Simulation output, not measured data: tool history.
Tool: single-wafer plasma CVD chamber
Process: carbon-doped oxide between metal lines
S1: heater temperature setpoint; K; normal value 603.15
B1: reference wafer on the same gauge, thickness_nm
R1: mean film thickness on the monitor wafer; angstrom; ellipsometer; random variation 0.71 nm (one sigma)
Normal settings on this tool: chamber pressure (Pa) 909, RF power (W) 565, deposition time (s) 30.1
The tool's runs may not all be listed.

run 1 hour=0.0 | S1=603.15 chamber_pressure_(Pa)=909 RF_power_(W)=565 deposition_time_(s)=30.1 | B1=204.790 | R1=1884.85
run 2 hour=6.9 | S1=603.15 chamber_pressure_(Pa)=909 RF_power_(W)=565 deposition_time_(s)=30.1 | B1=204.751 | R1=1881.00
run 3 hour=22.8 | S1=603.15 chamber_pressure_(Pa)=909 RF_power_(W)=565 deposition_time_(s)=30.1 | B1=205.243 | R1=1884.51
run 4 hour=32.3 | S1=603.15 chamber_pressure_(Pa)=909 RF_power_(W)=565 deposition_time_(s)=30.1 | B1=205.274 | R1=1893.58
run 5 hour=38.9 | S1=603.15 chamber_pressure_(Pa)=909 RF_power_(W)=565 deposition_time_(s)=30.1 | B1=204.987 | R1=1871.89
run 6 hour=46.3 | S1=603.15 chamber_pressure_(Pa)=909 RF_power_(W)=565 deposition_time_(s)=30.1 | B1=205.033 | R1=1876.57
run 7 hour=53.3 | S1=603.15 chamber_pressure_(Pa)=909 RF_power_(W)=565 deposition_time_(s)=30.1 | B1=204.940 | R1=1894.32
run 8 hour=63.3 | S1=603.15 chamber_pressure_(Pa)=909 RF_power_(W)=565 deposition_time_(s)=34.3 | B1=205.011 | R1=2136.84
-- hour=68.2 gauge calibrated
-- hour=72.3 capacitance manometer re-zeroed and calibrated
run 9 hour=76.7 | S1=611.15 chamber_pressure_(Pa)=909 RF_power_(W)=565 deposition_time_(s)=34.7 | B1=204.862 | R1=2117.54
-- hour=95.5 showerhead replaced
run 10 hour=96.0 | S1=612.15 chamber_pressure_(Pa)=783 RF_power_(W)=565 deposition_time_(s)=33.6 | B1=204.966 | R1=2016.53
run 11 hour=108.7 | S1=603.15 chamber_pressure_(Pa)=909 RF_power_(W)=565 deposition_time_(s)=30.1 | B1=205.199 | R1=1888.29
-- hour=128.7 thermocouple changed; heater temperature recalibrated
run 12 hour=140.0 | S1=588.15 chamber_pressure_(Pa)=975 RF_power_(W)=610 deposition_time_(s)=30.1 | B1=205.135 | R1=2101.87
-- hour=158.9 RF generator calibrated
run 13 hour=159.4 | S1=603.15 chamber_pressure_(Pa)=985 RF_power_(W)=630 deposition_time_(s)=27.4 | B1=205.115 | R1=1825.62
run 14 hour=164.9 | S1=611.15 chamber_pressure_(Pa)=968 RF_power_(W)=460 deposition_time_(s)=26.0 | B1=204.954 | R1=1411.48
run 15 hour=182.0 | S1=603.15 chamber_pressure_(Pa)=835 RF_power_(W)=565 deposition_time_(s)=30.1 | B1=204.941 | R1=1871.22
run 16 hour=197.5 | S1=616.15 chamber_pressure_(Pa)=712 RF_power_(W)=645 deposition_time_(s)=36.0 | B1=205.032 | R1=2276.54
run 17 hour=205.3 | S1=603.15 chamber_pressure_(Pa)=787 RF_power_(W)=655 deposition_time_(s)=25.2 | B1=204.958 | R1=1710.12

Predict each of these 4 candidate next runs independently; none follows another, all start after run 17:
run A hour=205.7 | S1=603.15 chamber_pressure_(Pa)=909 RF_power_(W)=565 deposition_time_(s)=30.1 | B1=? | R1=?
run B hour=205.7 | S1=615.15 chamber_pressure_(Pa)=909 RF_power_(W)=565 deposition_time_(s)=30.1 | B1=? | R1=?
run C hour=205.7 | S1=603.15 chamber_pressure_(Pa)=909 RF_power_(W)=660 deposition_time_(s)=30.1 | B1=? | R1=?
run D hour=205.7 | S1=617.15 chamber_pressure_(Pa)=765 RF_power_(W)=565 deposition_time_(s)=30.1 | B1=? | R1=?

run=A B1=204.565 R1=1900.79
run=B B1=204.565 R1=1818.61
run=C B1=204.565 R1=2066.95
run=D B1=204.565 R1=1787.48
Had the tool no hidden state, the same runs would have come out as:
run=A R1=1900.79
run=B R1=1818.61
run=C R1=2066.95
run=D R1=1787.48
